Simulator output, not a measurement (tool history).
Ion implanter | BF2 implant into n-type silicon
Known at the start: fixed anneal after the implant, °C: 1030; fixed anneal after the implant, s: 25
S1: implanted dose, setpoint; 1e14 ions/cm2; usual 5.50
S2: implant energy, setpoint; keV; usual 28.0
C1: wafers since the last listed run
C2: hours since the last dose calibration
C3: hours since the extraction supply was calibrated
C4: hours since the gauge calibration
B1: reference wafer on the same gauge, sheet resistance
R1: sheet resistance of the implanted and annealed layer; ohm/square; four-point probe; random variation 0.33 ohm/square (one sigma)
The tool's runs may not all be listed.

| run | hour | S1 | S2 | C1 | C2 | C3 | C4 | B1 | R1 |
|---|---|---|---|---|---|---|---|---|---|
| 1 | 0.0 | 5.50 | 25.0 | 0 | 663.4 | 5616.8 | 57.4 | 208.94 | 221.93 |
| 2 | 7.4 | 5.50 | 28.0 | 135 | 670.8 | 5624.2 | 64.8 | 209.05 | 217.87 |
| 3 | 22.8 | 5.50 | 28.0 | 282 | 686.2 | 5639.6 | 80.2 | 209.01 | 218.46 |
| 4 | 67.6 | 5.50 | 28.0 | 822 | 731.0 | 5684.4 | 125.0 | 209.11 | 218.59 |
| 5 | 78.7 | 6.07 | 28.0 | 203 | 742.1 | 5695.5 | 136.1 | 209.06 | 201.23 |
| 6 | 87.2 | 6.07 | 28.0 | 156 | 750.6 | 5704.0 | 144.6 | 208.94 | 201.45 |
| 7 | 101.3 | 6.07 | 28.0 | 258 | 764.7 | 5718.1 | 158.7 | 208.92 | 200.92 |
| 8 | 117.7 | 6.32 | 28.0 | 301 | 781.1 | 5734.5 | 175.1 | 208.98 | 194.40 |
|  | 129.8 | extraction supply calibrated |
| 9 | 130.3 | 6.32 | 28.0 | 84 | 793.7 | 0.5 | 187.7 | 208.90 | 193.83 |
| 10 | 139.8 | 6.32 | 28.0 | 174 | 803.2 | 10.0 | 197.2 | 209.14 | 194.65 |
| 11 | 152.6 | 5.50 | 28.0 | 235 | 816.0 | 22.8 | 210.0 | 208.94 | 217.38 |
| 12 | 168.0 | 5.50 | 28.0 | 282 | 831.4 | 38.2 | 225.4 | 209.13 | 217.59 |
| 13 | 180.6 | 5.50 | 28.0 | 231 | 844.0 | 50.8 | 238.0 | 208.93 | 217.48 |
|  | 193.7 | gauge calibrated |
|  | 196.9 | Faraday cup replaced and dose calibrated |
| 14 | 197.6 | 5.50 | 18.5 | 165 | 0.7 | 67.8 | 3.9 | 208.95 | 235.93 |
| 15 | 214.4 | 4.67 | 33.5 | 308 | 17.5 | 84.6 | 20.7 | 209.02 | 250.45 |
| 16 | 229.5 | 4.54 | 28.0 | 277 | 32.6 | 99.7 | 35.8 | 209.10 | 260.22 |
| 17 | 240.3 | 6.38 | 19.5 | 198 | 43.4 | 110.5 | 46.6 | 209.07 | 208.73 |
| 18 | 254.7 | 4.91 | 22.5 | 264 | 57.8 | 124.9 | 61.0 | 209.01 | 250.05 |
| 19 | 272.1 | 5.50 | 28.0 | 319 | 75.2 | 142.3 | 78.4 | 208.90 | 222.64 |
| 20 | 280.3 | 6.94 | 32.0 | 150 | 83.4 | 150.5 | 86.6 | 209.00 | 180.52 |
| 21 | 287.2 | 6.26 | 20.0 | 126 | 90.3 | 157.4 | 93.5 | 209.04 | 211.02 |
| 22 | 301.2 | 6.06 | 28.0 | 257 | 104.3 | 171.4 | 107.5 | 208.98 | 204.59 |
| 23 | 311.6 | 6.93 | 35.0 | 191 | 114.7 | 181.8 | 117.9 | 208.91 | 177.60 |
| 24 | 328.4 | 6.72 | 22.0 | 308 | 131.5 | 198.6 | 134.7 | 209.01 | 195.96 |

Forecast each of these 5 alternatives for the next run:
| A | 328.8 | 6.47 | 28.0 | 7 | 131.9 | 199.0 | 135.1 | ? | ? |
| B | 328.8 | 4.59 | 28.0 | 7 | 131.9 | 199.0 | 135.1 | ? | ? |
| C | 328.8 | 7.00 | 25.0 | 7 | 131.9 | 199.0 | 135.1 | ? | ? |
| D | 328.8 | 5.50 | 31.5 | 7 | 131.9 | 199.0 | 135.1 | ? | ? |
| E | 328.8 | 7.08 | 22.0 | 7 | 131.9 | 199.0 | 135.1 | ? | ? |

| run | B1 | R1 |
|---|---|---|
| A | 208.96 | 194.21 |
| B | 208.96 | 257.37 |
| C | 208.96 | 186.22 |
| D | 208.96 | 218.51 |
| E | 208.96 | 189.18 |
Without the tool's hidden state the same runs would have given:
| run | R1 |
|---|---|
| A | 195.72 |
| B | 259.50 |
| C | 187.59 |
| D | 220.31 |
| E | 190.50 |

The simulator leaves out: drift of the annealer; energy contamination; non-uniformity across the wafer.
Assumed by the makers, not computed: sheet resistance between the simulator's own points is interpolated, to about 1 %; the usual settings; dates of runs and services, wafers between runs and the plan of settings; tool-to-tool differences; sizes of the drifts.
